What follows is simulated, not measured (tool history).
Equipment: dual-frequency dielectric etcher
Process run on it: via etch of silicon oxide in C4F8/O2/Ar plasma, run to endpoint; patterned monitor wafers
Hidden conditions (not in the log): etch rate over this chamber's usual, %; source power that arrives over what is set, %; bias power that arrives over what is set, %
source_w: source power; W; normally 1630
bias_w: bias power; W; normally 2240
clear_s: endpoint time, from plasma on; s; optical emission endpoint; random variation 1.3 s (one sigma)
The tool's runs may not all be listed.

run   hour  source_w  bias_w  wafers since the last listed run  hours since the last wet clean  hours since the last source power generator calibration  hours since the last bias power generator calibration  hours since the last upper electrode change  incoming incoming film thickness, nm  clear_s
  1    0.0      1630    2240                                 0                           361.7                                                   2758.1                                                 4790.1                                       1971.8                                 973.0    203.5
  2   14.6      1370    2498                                89                           376.3                                                   2772.7                                                 4804.7                                       1986.4                                 963.3    218.8
  3   24.7      1370    2498                                61                           386.4                                                   2782.8                                                 4814.8                                       1996.5                                 956.1    216.4
  4   42.2      1370    2498                               107                           403.9                                                   2800.3                                                 4832.3                                       2014.0                                 959.3    216.8
      74.8  -- upper electrode replaced
  5   75.3      1630    2240                                55                           437.0                                                   2833.4                                                 4865.4                                          0.5                                 959.0    199.1
  6   75.7      1630    2240                                 2                           437.4                                                   2833.8                                                 4865.8                                          0.9                                 962.8    202.6
  7   77.4      1630    2240                                10                           439.1                                                   2835.5                                                 4867.5                                          2.6                                 969.0    200.4
  8   87.0      1630    2531                                58                           448.7                                                   2845.1                                                 4877.1                                         12.2                                 974.2    197.0
  9  101.0      1630    2531                                85                           462.7                                                   2859.1                                                 4891.1                                         26.2                                 965.7    196.9
 10  126.7      1630    2531                               157                           488.4                                                   2884.8                                                 4916.8                                         51.9                                 952.8    190.5
     155.9  -- wet clean of the chamber
 11  156.4      1630    2240                                34                             0.5                                                   2914.5                                                 4946.5                                         81.6                                 958.8    206.5
 12  156.7      1630    2240                                 1                             0.8                                                   2914.8                                                 4946.8                                         81.9                                 965.6    210.7
 13  157.1      1630    2240                                 2                             1.2                                                   2915.2                                                 4947.2                                         82.3                                 969.9    209.7
 14  166.7      1630    2629                                58                            10.8                                                   2924.8                                                 4956.8                                         91.9                                 971.0    202.1
 15  183.6      1880    2534                               103                            27.7                                                   2941.7                                                 4973.7                                        108.8                                 960.8    187.5
 16  193.9      1630    2240                                63                            38.0                                                   2952.0                                                 4984.0                                        119.1                                 971.4    211.1
 17  204.9      1630    2487                                67                            49.0                                                   2963.0                                                 4995.0                                        130.1                                 964.2    205.6
 18  220.2      2010    2391                                93                            64.3                                                   2978.3                                                 5010.3                                        145.4                                 972.2    184.9
 19  233.9      1630    1949                                84                            78.0                                                   2992.0                                                 5024.0                                        159.1                                 962.9    214.9
 20  241.1      1630    2667                                44                            85.2                                                   2999.2                                                 5031.2                                        166.3                                 974.2    202.0
 21  250.6      1800    2533                                58                            94.7                                                   3008.7                                                 5040.7                                        175.8                                 957.7    189.8
 22  258.8      1630    2629                                50                           102.9                                                   3016.9                                                 5048.9                                        184.0                                 960.7    199.9
 23  276.0      1310    2240                               105                           120.1                                                   3034.1                                                 5066.1                                        201.2                                 953.7    234.6
     288.2  -- source power generator calibrated
 24  288.7      1630    2240                                53                           132.8                                                      0.5                                                 5078.8                                        213.9                                 962.1    209.6
 25  294.9      1370    2240                                38                           139.0                                                      6.7                                                 5085.0                                        220.1                                 975.9    233.4
     305.1  -- bias power generator calibrated
 26  312.2      1880    2401                                81                           156.3                                                     24.0                                                    7.1                                        237.4                                 963.9    187.5
 27  323.3      1880    2394                                68                           167.4                                                     35.1                                                   18.2                                        248.5                                 966.6    188.0
 28  336.5      1630    1974                                80                           180.6                                                     48.3                                                   31.4                                        261.7                                 967.6    211.8
 29  344.1      1900    2240                                46                           188.2                                                     55.9                                                   39.0                                        269.3                                 955.5    188.4
 30  361.6      1630    2390                               107                           205.7                                                     73.4                                                   56.5                                        286.8                                 949.5    197.8
 31  367.7      1390    2240                                37                           211.8                                                     79.5                                                   62.6                                        292.9                                 959.6    223.7
 32  380.3      1890    2595                                77                           224.4                                                     92.1                                                   75.2                                        305.5                                 959.1    180.7
 33  395.7      1240    2017                                94                           239.8                                                    107.5                                                   90.6                                        320.9                                 962.4    244.5
 34  413.5      1630    2240                               109                           257.6                                                    125.3                                                  108.4                                        338.7                                 964.7    202.7
 35  424.8      1480    2679                                69                           268.9                                                    136.6                                                  119.7                                        350.0                                 959.4    206.0
 36  445.9      1400    1984                               129                           290.0                                                    157.7                                                  140.8                                        371.1                                 964.8    230.0

Exercise: give the hidden state of the tool at every run:
source power that arrives over what is set, %: 0, the same for each run
bias power that arrives over what is set, %: 0, the same for each run
H1: etch rate over this chamber's usual, %
run     H1
  1   4.34
  2    4.5
  3   4.61
  4   4.79
  5   5.14
  6   5.14
  7   5.16
  8   5.26
  9   5.41
 10   5.68
 11  0.575
 12  0.578
 13  0.582
 14  0.684
 15  0.862
 16  0.971
 17   1.09
 18   1.25
 19   1.39
 20   1.47
 21   1.57
 22   1.66
 23   1.84
 24   1.97
 25   2.04
 26   2.22
 27   2.34
 28   2.48
 29   2.56
 30   2.74
 31   2.81
 32   2.94
 33    3.1
 34   3.29
 35   3.41
 36   3.63
